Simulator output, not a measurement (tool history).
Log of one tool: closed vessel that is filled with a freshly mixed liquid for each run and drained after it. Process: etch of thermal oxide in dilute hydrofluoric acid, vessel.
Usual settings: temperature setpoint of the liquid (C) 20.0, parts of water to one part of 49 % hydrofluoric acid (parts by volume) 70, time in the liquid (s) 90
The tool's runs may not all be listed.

run	hour	temperature setpoint of the liquid (C)	parts of water to one part of 49 % hydrofluoric acid (parts by volume)	time in the liquid (s)	wafers since the last listed run	hours since the thermometer was replaced	hours since the hydrofluoric acid flow meter was replaced	hours since the gauge calibration	read-back film thickness of the thermal oxide reference wafer, read on the same gauge (nm)	thickness taken off the thermal oxide on a monitor wafer (angstrom)
1	0.0	20.0	55	90	0	1455.8	1720.2	1165.0	120.00	65.8
2	37.6	20.0	55	90	5325	1493.4	1757.8	1202.6	119.97	65.5
3	85.4	20.0	95	90	6769	1541.2	1805.6	1250.4	119.99	37.2
4	139.6	20.0	95	90	7676	1595.4	1859.8	1304.6	119.98	36.6
5	204.7	20.0	95	90	9219	1660.5	1924.9	1369.7	120.01	36.6
6	246.8	20.0	85	90	5962	1702.6	1967.0	1411.8	120.00	42.0
7	276.9	20.0	85	90	4262	1732.7	1997.1	1441.9	120.02	41.3
8	338.4	20.0	70	90	8709	1794.2	2058.6	1503.4	119.99	50.4
# hour 376.4: hydrofluoric acid flow meter replaced
9	382.6	20.0	70	90	6118	1838.4	6.2	1547.6	119.98	51.1
10	440.0	20.0	70	90	8129	1895.8	63.6	1605.0	120.00	50.7
11	474.8	20.0	70	90	4928	1930.6	98.4	1639.8	120.00	50.2
12	505.5	20.0	70	90	4347	1961.3	129.1	1670.5	119.98	50.5
13	569.3	20.0	70	90	9035	2025.1	192.9	1734.3	119.98	51.0
14	631.6	20.0	70	90	8823	2087.4	255.2	1796.6	120.00	50.1
15	671.1	20.0	70	90	5594	2126.9	294.7	1836.1	120.03	50.9
16	800.3	20.0	70	90	18297	2256.1	423.9	1965.3	120.00	50.8
17	926.4	21.5	70	120	17858	2382.2	550.0	2091.4	119.98	71.6
18	992.2	20.0	60	90	9318	2448.0	615.8	2157.2	120.04	59.1
19	1033.9	24.5	60	90	5905	2489.7	657.5	2198.9	119.96	72.0
# hour 1075.3: thermometer replaced
20	1220.4	24.0	55	45	26271	145.1	844.0	2385.4	119.97	40.1
21	1269.8	18.5	100	70	6996	194.5	893.4	2434.8	119.97	26.4
# hour 1295.1: gauge calibrated
22	1335.9	17.0	50	75	9361	260.6	959.5	40.8	120.00	55.3
23	1363.0	18.5	90	50	3838	287.7	986.6	67.9	119.99	20.9
24	1423.7	17.5	85	115	8596	348.4	1047.3	128.6	119.99	48.3
25	1454.9	20.0	70	90	4418	379.6	1078.5	159.8	120.00	52.2
26	1479.3	24.5	70	70	3455	404.0	1102.9	184.2	120.00	49.2
27	1507.8	22.5	70	90	4036	432.5	1131.4	212.7	120.05	58.4
28	1547.8	24.5	45	40	5664	472.5	1171.4	252.7	120.00	45.5
29	1612.2	20.0	70	90	9120	536.9	1235.8	317.1	120.03	52.5
30	1638.5	20.0	70	90	3724	563.2	1262.1	343.4	120.00	52.3
31	1674.1	20.0	70	90	5041	598.8	1297.7	379.0	120.04	52.4
32	1724.9	20.0	90	60	7194	649.6	1348.5	429.8	120.03	26.4
33	1788.1	24.5	90	120	8950	712.8	1411.7	493.0	120.00	63.7
34	1840.5	21.5	85	90	7421	765.2	1464.1	545.4	120.02	44.9

Forecast each of these 4 alternatives for the next run:
A	1841.2	20.0	70	90	99	765.9	1464.8	546.1	?	?
B	1841.2	20.0	100	90	99	765.9	1464.8	546.1	?	?
C	1841.2	20.0	70	135	99	765.9	1464.8	546.1	?	?
D	1841.2	18.0	85	90	99	765.9	1464.8	546.1	?	?

run	read-back film thickness of the thermal oxide reference wafer, read on the same gauge (nm)	thickness taken off the thermal oxide on a monitor wafer (angstrom)
A	120.00	51.7
B	120.00	35.0
C	120.00	77.5
D	120.00	38.5
Without the tool's hidden state the same runs would have given:
run	thickness taken off the thermal oxide on a monitor wafer (angstrom)
A	52.6
B	35.6
C	78.8
D	39.1
